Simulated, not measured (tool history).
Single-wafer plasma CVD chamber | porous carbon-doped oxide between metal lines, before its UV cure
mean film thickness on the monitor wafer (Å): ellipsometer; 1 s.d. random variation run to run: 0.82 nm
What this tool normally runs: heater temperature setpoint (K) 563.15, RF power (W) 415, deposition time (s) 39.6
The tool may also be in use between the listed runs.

run	hour	heater temperature setpoint (K)	RF power (W)	deposition time (s)	wafers since the last listed run	hours since the last thermocouple change	hours since the last RF generator calibration	hours since the showerhead was replaced	hours since the gauge calibration	read-back reference wafer on the same gauge, thickness_nm	mean film thickness on the monitor wafer (Å)
1	0.0	563.15	415	44.3	0	1211.5	1831.2	3423.7	673.9	161.986	2002.83
2	29.4	563.15	415	44.3	303	1240.9	1860.6	3453.1	703.3	161.958	2005.21
3	65.7	559.15	415	39.6	375	1277.2	1896.9	3489.4	739.6	161.977	1833.27
# hour 162.0: gauge calibrated
4	228.3	559.15	415	39.6	1680	1439.8	2059.5	3652.0	66.3	162.198	1831.92
5	257.8	571.15	415	39.6	304	1469.3	2089.0	3681.5	95.8	161.797	1717.74
6	284.9	571.15	415	39.6	280	1496.4	2116.1	3708.6	122.9	161.858	1721.56
7	323.9	563.15	450	43.9	403	1535.4	2155.1	3747.6	161.9	162.137	2091.87
8	385.3	563.15	415	39.6	634	1596.8	2216.5	3809.0	223.3	162.177	1781.22
9	441.5	563.15	415	39.6	580	1653.0	2272.7	3865.2	279.5	162.024	1796.01
10	483.7	563.15	415	39.6	436	1695.2	2314.9	3907.4	321.7	161.949	1796.34
11	520.1	563.15	415	39.6	376	1731.6	2351.3	3943.8	358.1	161.861	1802.90
12	567.6	563.15	415	39.6	490	1779.1	2398.8	3991.3	405.6	162.099	1796.31
13	637.1	563.15	415	39.6	718	1848.6	2468.3	4060.8	475.1	162.084	1801.07
14	702.9	550.15	490	34.0	679	1914.4	2534.1	4126.6	540.9	161.973	1856.81
15	757.0	563.15	415	39.6	559	1968.5	2588.2	4180.7	595.0	161.925	1795.65
# hour 864.2: thermocouple changed; heater temperature recalibrated
16	921.7	563.15	415	47.4	1619	57.5	2752.9	4345.4	759.7	161.921	2133.51
# hour 954.7: RF generator calibrated
17	989.2	549.15	415	37.0	614	125.0	34.5	4412.9	827.2	161.972	1750.19
18	1043.8	550.15	415	39.6	564	179.6	89.1	4467.5	881.8	161.905	1861.99
# hour 1092.8: gauge calibrated
19	1102.7	563.15	415	39.6	608	238.5	148.0	4526.4	9.9	161.936	1728.77
# hour 1149.0: RF generator calibrated, repeated, since the last time left the tool worse
# hour 1195.8: showerhead replaced
20	1206.7	563.15	380	37.5	909	342.5	57.7	10.9	113.9	162.286	1657.03
21	1232.3	563.15	355	43.1	264	368.1	83.3	36.5	139.5	161.871	1808.10
22	1271.4	563.15	490	39.6	404	407.2	122.4	75.6	178.6	161.925	2061.34
23	1337.9	563.15	415	43.5	687	473.7	188.9	142.1	245.1	161.865	2012.38
24	1423.1	563.15	355	43.1	880	558.9	274.1	227.3	330.3	161.893	1794.37
25	1463.9	571.15	455	45.6	421	599.7	314.9	268.1	371.1	162.272	2161.46
26	1518.3	559.15	440	37.0	562	654.1	369.3	322.5	425.5	162.139	1811.04

4 ways to go on from here, each from the tool as it stands after run 26. What would each give?
A	1518.7	563.15	385	39.6	4	654.5	369.7	322.9	425.9	?	?
B	1518.7	578.15	450	36.7	4	654.5	369.7	322.9	425.9	?	?
C	1518.7	578.15	415	44.8	4	654.5	369.7	322.9	425.9	?	?
D	1518.7	553.15	500	39.6	4	654.5	369.7	322.9	425.9	?	?

run	read-back reference wafer on the same gauge, thickness_nm	mean film thickness on the monitor wafer (Å)
A	161.872	1747.98
B	161.872	1663.34
C	161.872	1916.82
D	161.872	2178.28
Take away the tool's hidden state, keep each run's random variation, and the runs would have read:
run	mean film thickness on the monitor wafer (Å)
A	1770.67
B	1684.82
C	1941.58
D	2202.72
